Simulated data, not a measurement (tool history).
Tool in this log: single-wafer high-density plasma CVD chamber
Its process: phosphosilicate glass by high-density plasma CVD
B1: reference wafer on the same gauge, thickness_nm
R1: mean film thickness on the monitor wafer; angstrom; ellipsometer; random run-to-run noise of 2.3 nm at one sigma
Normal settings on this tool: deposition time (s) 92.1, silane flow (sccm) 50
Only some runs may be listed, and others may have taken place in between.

run 1 hour=0.0 | deposition_time_(s)=92.1 silane_flow_(sccm)=47 | B1=370.724 | R1=4231.07
run 2 hour=34.1 | deposition_time_(s)=92.1 silane_flow_(sccm)=50 | B1=370.772 | R1=4413.78
run 3 hour=89.2 | deposition_time_(s)=92.1 silane_flow_(sccm)=50 | B1=371.038 | R1=4380.68
run 4 hour=140.2 | deposition_time_(s)=92.1 silane_flow_(sccm)=50 | B1=370.883 | R1=4380.43
run 5 hour=180.6 | deposition_time_(s)=92.1 silane_flow_(sccm)=50 | B1=370.888 | R1=4402.79
run 6 hour=245.5 | deposition_time_(s)=92.1 silane_flow_(sccm)=50 | B1=371.295 | R1=4387.69
run 7 hour=306.0 | deposition_time_(s)=92.1 silane_flow_(sccm)=50 | B1=370.937 | R1=4363.12
run 8 hour=339.3 | deposition_time_(s)=92.1 silane_flow_(sccm)=56 | B1=370.873 | R1=4627.23
run 9 hour=386.8 | deposition_time_(s)=92.1 silane_flow_(sccm)=56 | B1=371.330 | R1=4671.61
run 10 hour=458.1 | deposition_time_(s)=92.1 silane_flow_(sccm)=56 | B1=371.555 | R1=4662.98
run 11 hour=482.1 | deposition_time_(s)=107.7 silane_flow_(sccm)=54 | B1=369.997 | R1=5347.41
run 12 hour=518.4 | deposition_time_(s)=92.1 silane_flow_(sccm)=50 | B1=372.071 | R1=4374.59
run 13 hour=543.0 | deposition_time_(s)=76.7 silane_flow_(sccm)=55 | B1=371.610 | R1=3807.87
run 14 hour=747.9 | deposition_time_(s)=100.3 silane_flow_(sccm)=50 | B1=370.742 | R1=4786.34
-- hour=754.4 gauge calibrated
-- hour=762.3 silane flow controller replaced
run 15 hour=785.2 | deposition_time_(s)=101.0 silane_flow_(sccm)=50 | B1=372.251 | R1=4835.72
run 16 hour=815.2 | deposition_time_(s)=92.1 silane_flow_(sccm)=50 | B1=371.588 | R1=4360.06
run 17 hour=885.8 | deposition_time_(s)=108.9 silane_flow_(sccm)=41 | B1=370.531 | R1=4703.58
run 18 hour=951.5 | deposition_time_(s)=100.5 silane_flow_(sccm)=46 | B1=370.516 | R1=4574.68
run 19 hour=983.6 | deposition_time_(s)=101.6 silane_flow_(sccm)=44 | B1=371.302 | R1=4508.15
run 20 hour=1037.2 | deposition_time_(s)=92.1 silane_flow_(sccm)=50 | B1=371.674 | R1=4350.70

What if the next run were any one of these 5? Each begins from the tool's condition after run 20:
run A hour=1037.6 | deposition_time_(s)=92.1 silane_flow_(sccm)=45 | B1=? | R1=?
run B hour=1037.6 | deposition_time_(s)=85.5 silane_flow_(sccm)=40 | B1=? | R1=?
run C hour=1037.6 | deposition_time_(s)=92.1 silane_flow_(sccm)=42 | B1=? | R1=?
run D hour=1037.6 | deposition_time_(s)=85.2 silane_flow_(sccm)=50 | B1=? | R1=?
run E hour=1037.6 | deposition_time_(s)=78.2 silane_flow_(sccm)=59 | B1=? | R1=?

run=A B1=370.820 R1=4197.73
run=B B1=370.820 R1=3691.82
run=C B1=370.820 R1=4065.17
run=D B1=370.820 R1=4087.62
run=E B1=370.820 R1=4089.45
Take away the tool's hidden state, keep each run's random variation, and the runs would have read:
run=A R1=4197.73
run=B R1=3691.82
run=C R1=4065.17
run=D R1=4087.62
run=E R1=4089.45
